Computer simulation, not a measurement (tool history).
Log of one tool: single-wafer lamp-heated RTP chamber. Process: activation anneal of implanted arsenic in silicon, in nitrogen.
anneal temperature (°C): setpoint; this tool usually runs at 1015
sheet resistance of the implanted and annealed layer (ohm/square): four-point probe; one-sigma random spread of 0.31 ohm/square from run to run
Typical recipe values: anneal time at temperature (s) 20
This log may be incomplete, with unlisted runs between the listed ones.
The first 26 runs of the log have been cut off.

run,hour,anneal temperature (°C),anneal time at temperature (s),wafers since the last listed run,wafers since the last pyrometer calibration,wafers since the reflector plate was cleaned,hours since the gauge calibration,"read-back reference wafer on the same gauge, sheet resistance",sheet resistance of the implanted and annealed layer (ohm/square)
27,708.7,1036,16,337,1702,2233,271.7,222.91,188.27
28,731.2,1015,20,340,2043,2573,294.2,223.12,189.63
29,757,1015,14,390,2433,2963,320,222.95,192.08
30,788,1039,14,468,2901,3432,351,223.03,188.48
31,801.3,1015,20,201,3103,3633,364.3,223.03,189.85
32,823.1,1015,10,329,3432,3963,386.1,223.01,193.76
# hour 833.2: pyrometer window cleaned and pyrometer calibrated
33,838,1015,20,104,72,4067,401,222.97,189.63
34,870.6,1015,20,492,565,4560,433.6,223.05,189.99
35,902.8,991,11,486,1052,5047,465.8,222.95,195.25
# hour 915: reflector plate cleaned
36,926.2,1003,20,232,1285,169,489.2,223.12,192.63
37,960.6,1000,30,520,1805,690,523.6,222.93,190.24
38,984.4,1031,20,359,2165,1049,547.4,223.11,188.58

Alternative continuations, all from the tool just after run 38; predict every row:
A,984.8,1043,20,6,2171,1055,547.8,?,?
B,984.8,1030,10,6,2171,1055,547.8,?,?
C,984.8,1007,29,6,2171,1055,547.8,?,?

run,"read-back reference wafer on the same gauge, sheet resistance",sheet resistance of the implanted and annealed layer (ohm/square)
A,223.03,186.54
B,223.03,192.24
C,223.03,189.36
Without the tool's unlogged condition, the same runs would have read:
run,sheet resistance of the implanted and annealed layer (ohm/square)
A,187.13
B,192.71
C,189.87

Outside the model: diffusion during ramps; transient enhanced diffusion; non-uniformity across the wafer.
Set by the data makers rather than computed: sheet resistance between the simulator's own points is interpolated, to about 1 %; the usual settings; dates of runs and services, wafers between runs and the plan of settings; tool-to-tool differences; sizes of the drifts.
